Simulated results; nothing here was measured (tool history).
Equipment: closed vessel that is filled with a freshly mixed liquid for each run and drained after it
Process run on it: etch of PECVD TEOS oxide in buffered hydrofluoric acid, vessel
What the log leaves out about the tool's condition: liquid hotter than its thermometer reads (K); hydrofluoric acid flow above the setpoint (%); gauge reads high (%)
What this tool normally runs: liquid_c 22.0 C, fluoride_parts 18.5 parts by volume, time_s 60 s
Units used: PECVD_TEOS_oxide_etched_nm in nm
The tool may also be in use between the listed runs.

run,day,liquid_c,fluoride_parts,time_s,wafers since the last listed run,hours since the thermometer was replaced,hours since the hydrofluoric acid flow meter was replaced,hours since the gauge calibration,"read-back film thickness of the PECVD TEOS oxide reference wafer, read on the same gauge (nm)",PECVD_TEOS_oxide_etched_nm
1,0.000,22.0,15.0,60,0,2195.7,662.6,363.8,140.00,51.32
2,0.550,22.0,15.0,60,1862,2208.9,675.8,377.0,140.01,51.66
3,1.079,22.0,18.5,60,1791,2221.6,688.5,389.7,139.99,42.52
4,1.612,22.0,18.5,60,1805,2234.4,701.3,402.5,139.99,42.44
5,2.242,23.5,21.0,60,2130,2249.5,716.4,417.6,139.95,40.12
6,2.767,22.0,18.5,60,1777,2262.1,729.0,430.2,139.97,42.62
7,3.392,22.0,18.5,60,2116,2277.1,744.0,445.2,140.02,42.49
8,3.988,22.0,18.5,40,2017,2291.4,758.3,459.5,140.00,28.28
9,4.404,22.0,18.5,40,1410,2301.4,768.3,469.5,140.00,28.44
10,5.033,22.0,18.5,60,2130,2316.5,783.4,484.6,139.99,42.83
# day 5.329: hydrofluoric acid flow meter replaced
11,5.750,22.0,18.5,60,2285,2333.7,10.1,501.8,139.98,38.63
12,6.279,22.0,13.0,50,1791,2346.4,22.8,514.5,140.00,46.46
13,6.617,18.0,18.5,80,1142,2354.5,30.9,522.6,139.99,42.02
14,6.871,22.0,14.0,60,860,2360.6,37.0,528.7,140.02,51.99
15,7.342,18.5,18.5,60,1594,2371.9,48.3,540.0,140.00,32.67
# day 7.696: gauge calibrated
16,7.917,20.5,25.0,60,1947,2385.7,62.1,5.3,140.00,28.81
17,8.262,19.0,18.5,60,1171,2394.0,70.4,13.6,139.98,33.51
18,8.862,17.5,15.5,60,2031,2408.4,84.8,28.0,140.05,36.93
19,9.246,22.0,18.5,60,1298,2417.6,94.0,37.2,139.98,39.48
20,9.712,22.0,22.5,60,1580,2428.8,105.2,48.4,140.00,33.95
21,10.433,22.0,13.0,50,2440,2446.1,122.5,65.7,139.99,46.88
22,11.017,26.5,18.5,85,1975,2460.1,136.5,79.7,140.01,72.05
# day 11.296: thermometer replaced
23,11.450,22.0,18.5,60,1326,3.7,146.9,90.1,139.99,35.31
24,11.871,20.5,13.0,45,1425,13.8,157.0,100.2,140.02,35.12
25,12.546,18.0,16.0,30,2285,30.0,173.2,116.4,139.99,16.61
26,13.258,22.0,18.5,75,2412,47.1,190.3,133.5,139.99,44.92
27,13.858,26.5,18.5,60,2031,61.5,204.7,147.9,140.01,45.78
28,14.300,22.0,18.5,35,1495,72.1,215.3,158.5,139.99,21.12
29,14.754,20.5,25.0,60,1537,83.0,226.2,169.4,140.03,26.29
30,15.488,22.0,18.5,60,2483,100.6,243.8,187.0,139.98,36.25
31,16.158,24.5,23.5,60,2271,116.7,259.9,203.1,140.00,34.34
32,16.838,25.5,13.5,95,2299,133.0,276.2,219.4,140.00,94.46

5 ways to go on from here, each from the tool as it stands after run 32. What would each give?
A,16.867,22.0,18.5,60,98,133.7,276.9,220.1,?,?
B,16.867,26.5,21.0,35,98,133.7,276.9,220.1,?,?
C,16.867,25.5,18.5,60,98,133.7,276.9,220.1,?,?
D,16.867,24.0,20.5,60,98,133.7,276.9,220.1,?,?
E,16.867,20.0,24.0,85,98,133.7,276.9,220.1,?,?

run,"read-back film thickness of the PECVD TEOS oxide reference wafer, read on the same gauge (nm)",PECVD_TEOS_oxide_etched_nm
A,139.99,36.55
B,139.99,24.16
C,139.99,44.25
D,139.99,36.86
E,139.99,37.45
Without the tool's unlogged condition, the same runs would have read:
run,PECVD_TEOS_oxide_etched_nm
A,34.66
B,23.15
C,41.99
D,35.23
E,35.85
